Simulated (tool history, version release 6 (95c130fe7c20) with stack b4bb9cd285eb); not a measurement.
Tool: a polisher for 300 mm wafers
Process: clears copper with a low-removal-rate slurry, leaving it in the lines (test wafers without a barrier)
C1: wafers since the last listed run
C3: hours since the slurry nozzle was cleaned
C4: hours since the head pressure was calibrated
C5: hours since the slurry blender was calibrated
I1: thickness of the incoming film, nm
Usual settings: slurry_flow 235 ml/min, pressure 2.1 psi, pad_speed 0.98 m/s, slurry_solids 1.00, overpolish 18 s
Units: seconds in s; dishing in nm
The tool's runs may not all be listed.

{"run": 1, "hour": 0.0, "slurry_flow": 235, "pressure": 2.1, "pad_speed": 0.98, "slurry_solids": 0.9, "overpolish": 18, "C1": 0, "wafers polished on this pad": 507, "C3": 53.9, "C4": 527.8, "C5": 109.5, "I1": 299.1, "seconds": 159.0, "dishing": 20.5}
{"run": 2, "hour": 35.1, "slurry_flow": 235, "pressure": 2.1, "pad_speed": 0.98, "slurry_solids": 0.9, "overpolish": 18, "C1": 212, "wafers polished on this pad": 719, "C3": 89.0, "C4": 562.9, "C5": 144.6, "I1": 294.0, "seconds": 152.9, "dishing": 20.1}
{"run": 3, "hour": 93.7, "slurry_flow": 235, "pressure": 2.1, "pad_speed": 0.98, "slurry_solids": 0.9, "overpolish": 18, "C1": 353, "wafers polished on this pad": 1073, "C3": 147.6, "C4": 621.5, "C5": 203.2, "I1": 295.9, "seconds": 157.4, "dishing": 20.3}
{"run": 4, "hour": 119.6, "slurry_flow": 235, "pressure": 2.1, "pad_speed": 0.9, "slurry_solids": 1.0, "overpolish": 24, "C1": 156, "wafers polished on this pad": 1229, "C3": 173.5, "C4": 647.4, "C5": 229.1, "I1": 296.7, "seconds": 164.5, "dishing": 24.8}
{"hour": 125.0, "done": "worn pad replaced by a new one"}
{"run": 5, "hour": 154.9, "slurry_flow": 235, "pressure": 2.1, "pad_speed": 0.9, "slurry_solids": 1.0, "overpolish": 24, "C1": 189, "wafers polished on this pad": 180, "C3": 208.8, "C4": 682.7, "C5": 264.4, "I1": 289.2, "seconds": 164.3, "dishing": 25.0}
{"run": 6, "hour": 204.0, "slurry_flow": 235, "pressure": 2.1, "pad_speed": 0.98, "slurry_solids": 1.0, "overpolish": 18, "C1": 296, "wafers polished on this pad": 477, "C3": 257.9, "C4": 731.8, "C5": 313.5, "I1": 292.5, "seconds": 151.6, "dishing": 21.1}
{"hour": 243.9, "done": "head pressure recalibrated"}
{"hour": 249.2, "done": "slurry nozzle cleaned"}
{"run": 7, "hour": 267.3, "slurry_flow": 235, "pressure": 2.1, "pad_speed": 0.98, "slurry_solids": 1.0, "overpolish": 18, "C1": 364, "wafers polished on this pad": 841, "C3": 18.1, "C4": 23.4, "C5": 376.8, "I1": 294.9, "seconds": 154.0, "dishing": 20.6}
{"run": 8, "hour": 311.9, "slurry_flow": 235, "pressure": 2.1, "pad_speed": 0.98, "slurry_solids": 1.0, "overpolish": 18, "C1": 269, "wafers polished on this pad": 1111, "C3": 62.7, "C4": 68.0, "C5": 421.4, "I1": 294.7, "seconds": 153.6, "dishing": 21.1}
{"hour": 315.0, "done": "slurry blender recalibrated"}
{"hour": 338.0, "done": "worn pad replaced by a new one"}
{"run": 9, "hour": 362.2, "slurry_flow": 295, "pressure": 2.7, "pad_speed": 0.98, "slurry_solids": 1.0, "overpolish": 18, "C1": 267, "wafers polished on this pad": 146, "C3": 113.0, "C4": 118.3, "C5": 47.2, "I1": 294.8, "seconds": 118.3, "dishing": 26.6}
{"run": 10, "hour": 392.1, "slurry_flow": 235, "pressure": 2.1, "pad_speed": 0.98, "slurry_solids": 1.0, "overpolish": 18, "C1": 180, "wafers polished on this pad": 326, "C3": 142.9, "C4": 148.2, "C5": 77.1, "I1": 295.6, "seconds": 155.7, "dishing": 20.3}
{"run": 11, "hour": 457.5, "slurry_flow": 235, "pressure": 2.1, "pad_speed": 0.98, "slurry_solids": 1.0, "overpolish": 18, "C1": 395, "wafers polished on this pad": 721, "C3": 208.3, "C4": 213.6, "C5": 142.5, "I1": 295.3, "seconds": 153.4, "dishing": 20.7}
{"run": 12, "hour": 510.5, "slurry_flow": 195, "pressure": 2.1, "pad_speed": 0.98, "slurry_solids": 1.0, "overpolish": 21, "C1": 320, "wafers polished on this pad": 1041, "C3": 261.3, "C4": 266.6, "C5": 195.5, "I1": 293.3, "seconds": 153.5, "dishing": 23.6}
{"hour": 527.2, "done": "slurry nozzle cleaned"}
{"hour": 527.3, "done": "worn pad replaced by a new one"}
{"run": 13, "hour": 566.9, "slurry_flow": 200, "pressure": 2.1, "pad_speed": 0.8, "slurry_solids": 1.0, "overpolish": 18, "C1": 334, "wafers polished on this pad": 239, "C3": 39.7, "C4": 323.0, "C5": 251.9, "I1": 294.7, "seconds": 191.9, "dishing": 16.9}
{"run": 14, "hour": 632.2, "slurry_flow": 235, "pressure": 2.4, "pad_speed": 0.98, "slurry_solids": 1.15, "overpolish": 18, "C1": 394, "wafers polished on this pad": 633, "C3": 105.0, "C4": 388.3, "C5": 317.2, "I1": 293.0, "seconds": 128.2, "dishing": 23.9}
{"run": 15, "hour": 685.5, "slurry_flow": 235, "pressure": 2.1, "pad_speed": 0.98, "slurry_solids": 1.0, "overpolish": 18, "C1": 321, "wafers polished on this pad": 955, "C3": 158.3, "C4": 441.6, "C5": 370.5, "I1": 292.7, "seconds": 154.6, "dishing": 20.4}
{"hour": 732.2, "done": "worn pad replaced by a new one"}
{"hour": 733.7, "done": "slurry blender recalibrated"}
{"run": 16, "hour": 752.0, "slurry_flow": 305, "pressure": 2.1, "pad_speed": 0.66, "slurry_solids": 0.7, "overpolish": 29, "C1": 368, "wafers polished on this pad": 110, "C3": 224.8, "C4": 508.1, "C5": 18.3, "I1": 297.4, "seconds": 233.1, "dishing": 21.2}
{"run": 17, "hour": 793.1, "slurry_flow": 235, "pressure": 2.1, "pad_speed": 0.76, "slurry_solids": 1.25, "overpolish": 14, "C1": 248, "wafers polished on this pad": 358, "C3": 265.9, "C4": 549.2, "C5": 59.4, "I1": 294.8, "seconds": 186.5, "dishing": 13.3}

The tool's hidden state at each run:
removal rate lost through wear of the pad, %: 0 in every run
slurry flow missing at the pad, %: 0 in every run
deviation of the head's pressure from its setpoint, %: 0 in every run
abrasive missing from the slurry, %: 0 in every run
